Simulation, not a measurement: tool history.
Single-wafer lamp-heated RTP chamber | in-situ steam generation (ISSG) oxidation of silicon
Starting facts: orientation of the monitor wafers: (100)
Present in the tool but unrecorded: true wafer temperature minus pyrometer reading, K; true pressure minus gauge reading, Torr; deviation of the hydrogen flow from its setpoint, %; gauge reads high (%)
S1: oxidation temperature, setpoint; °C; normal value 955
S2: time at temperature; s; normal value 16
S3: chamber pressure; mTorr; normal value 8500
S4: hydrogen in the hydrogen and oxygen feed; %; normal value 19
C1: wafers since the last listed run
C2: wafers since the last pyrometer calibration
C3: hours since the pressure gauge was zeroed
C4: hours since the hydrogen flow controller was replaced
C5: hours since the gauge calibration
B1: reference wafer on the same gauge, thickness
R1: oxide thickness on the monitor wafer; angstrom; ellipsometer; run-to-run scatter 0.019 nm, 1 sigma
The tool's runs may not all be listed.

run 1 day=0.000 | S1=955 S2=16 S3=7700 S4=19 | C1=0 C2=5352 C3=2822.1 C4=5121.8 C5=9.0 | B1=4.988 | R1=41.76
run 2 day=0.633 | S1=955 S2=16 S3=7700 S4=19 | C1=79 C2=5431 C3=2837.3 C4=5137.0 C5=24.2 | B1=4.986 | R1=41.85
run 3 day=1.729 | S1=955 S2=16 S3=8500 S4=19 | C1=137 C2=5569 C3=2863.6 C4=5163.3 C5=50.5 | B1=4.987 | R1=41.66
run 4 day=3.758 | S1=955 S2=16 S3=8500 S4=19 | C1=254 C2=5824 C3=2912.3 C4=5212.0 C5=99.2 | B1=4.996 | R1=41.76
run 5 day=4.412 | S1=955 S2=16 S3=8500 S4=19 | C1=82 C2=5906 C3=2928.0 C4=5227.7 C5=114.9 | B1=4.995 | R1=41.73
run 6 day=4.667 | S1=955 S2=13 S3=8500 S4=19 | C1=31 C2=5938 C3=2934.1 C4=5233.8 C5=121.0 | B1=4.993 | R1=38.16
run 7 day=4.925 | S1=955 S2=21 S3=8500 S4=11 | C1=32 C2=5970 C3=2940.3 C4=5240.0 C5=127.2 | B1=4.985 | R1=41.62
-- day=5.596 hydrogen flow controller replaced
run 8 day=5.617 | S1=955 S2=16 S3=8500 S4=19 | C1=45 C2=6015 C3=2956.9 C4=0.5 C5=143.8 | B1=4.986 | R1=41.71
run 9 day=5.629 | S1=955 S2=16 S3=8500 S4=19 | C1=1 C2=6017 C3=2957.2 C4=0.8 C5=144.1 | B1=4.992 | R1=41.84
-- day=7.554 pressure gauge zeroed
-- day=7.696 pyrometer window cleaned and pyrometer calibrated
run 10 day=7.717 | S1=955 S2=16 S3=9000 S4=25 | C1=202 C2=2 C3=3.9 C4=50.9 C5=194.2 | B1=4.991 | R1=44.42
run 11 day=8.333 | S1=939 S2=16 S3=9600 S4=19 | C1=77 C2=80 C3=18.7 C4=65.7 C5=209.0 | B1=4.988 | R1=39.74
run 12 day=8.958 | S1=939 S2=18 S3=8500 S4=19 | C1=78 C2=158 C3=33.7 C4=80.7 C5=224.0 | B1=4.987 | R1=41.57
run 13 day=9.421 | S1=961 S2=11 S3=8500 S4=15 | C1=58 C2=216 C3=44.8 C4=91.8 C5=235.1 | B1=4.990 | R1=34.74
run 14 day=11.167 | S1=955 S2=16 S3=10000 S4=27 | C1=219 C2=436 C3=86.7 C4=133.7 C5=277.0 | B1=4.990 | R1=44.46
run 15 day=11.738 | S1=939 S2=21 S3=8500 S4=16 | C1=71 C2=507 C3=100.4 C4=147.4 C5=290.7 | B1=4.996 | R1=42.93
run 16 day=12.371 | S1=955 S2=16 S3=8500 S4=22 | C1=79 C2=587 C3=115.6 C4=162.6 C5=305.9 | B1=4.984 | R1=43.39
-- day=12.417 gauge calibrated
run 17 day=12.854 | S1=966 S2=16 S3=8500 S4=19 | C1=60 C2=647 C3=127.2 C4=174.2 C5=10.5 | B1=4.985 | R1=43.39
run 18 day=13.196 | S1=955 S2=16 S3=8500 S4=19 | C1=42 C2=690 C3=135.4 C4=182.4 C5=18.7 | B1=4.994 | R1=41.73
run 19 day=13.471 | S1=955 S2=16 S3=8500 S4=19 | C1=34 C2=725 C3=142.0 C4=189.0 C5=25.3 | B1=4.982 | R1=41.89
run 20 day=13.988 | S1=966 S2=16 S3=8500 S4=19 | C1=64 C2=790 C3=154.4 C4=201.4 C5=37.7 | B1=4.988 | R1=43.47
run 21 day=14.629 | S1=955 S2=16 S3=8500 S4=19 | C1=80 C2=870 C3=169.8 C4=216.8 C5=53.1 | B1=4.988 | R1=41.97
run 22 day=14.958 | S1=955 S2=16 S3=8500 S4=19 | C1=41 C2=912 C3=177.7 C4=224.7 C5=61.0 | B1=4.989 | R1=41.78
run 23 day=15.288 | S1=955 S2=16 S3=9400 S4=14 | C1=41 C2=953 C3=185.6 C4=232.6 C5=68.9 | B1=4.987 | R1=38.61
run 24 day=15.592 | S1=940 S2=11 S3=9900 S4=23 | C1=38 C2=991 C3=192.9 C4=239.9 C5=76.2 | B1=4.991 | R1=35.76
run 25 day=16.029 | S1=964 S2=16 S3=8500 S4=15 | C1=54 C2=1046 C3=203.4 C4=250.4 C5=86.7 | B1=4.991 | R1=40.77
run 26 day=16.367 | S1=955 S2=21 S3=8500 S4=19 | C1=42 C2=1089 C3=211.5 C4=258.5 C5=94.8 | B1=4.986 | R1=46.95
run 27 day=17.008 | S1=955 S2=10 S3=8500 S4=19 | C1=80 C2=1169 C3=226.9 C4=273.9 C5=110.2 | B1=4.991 | R1=34.94
run 28 day=17.521 | S1=955 S2=16 S3=8500 S4=19 | C1=64 C2=1234 C3=239.2 C4=286.2 C5=122.5 | B1=4.991 | R1=42.03
run 29 day=17.946 | S1=971 S2=16 S3=8500 S4=24 | C1=53 C2=1287 C3=249.4 C4=296.4 C5=132.7 | B1=4.994 | R1=46.42
run 30 day=18.217 | S1=936 S2=12 S3=7400 S4=12 | C1=34 C2=1321 C3=255.9 C4=302.9 C5=139.2 | B1=4.986 | R1=32.08
run 31 day=18.808 | S1=946 S2=16 S3=9200 S4=14 | C1=74 C2=1395 C3=270.1 C4=317.1 C5=153.4 | B1=4.995 | R1=38.35
run 32 day=19.083 | S1=974 S2=16 S3=9500 S4=19 | C1=34 C2=1430 C3=276.7 C4=323.7 C5=160.0 | B1=4.994 | R1=43.93

What the log doesn't show, run by run:
true wafer temperature minus pyrometer reading, K: 0 on each run
true pressure minus gauge reading, Torr: 0 on each run
deviation of the hydrogen flow from its setpoint, %: 0 on each run
gauge reads high (%): 0 on each run
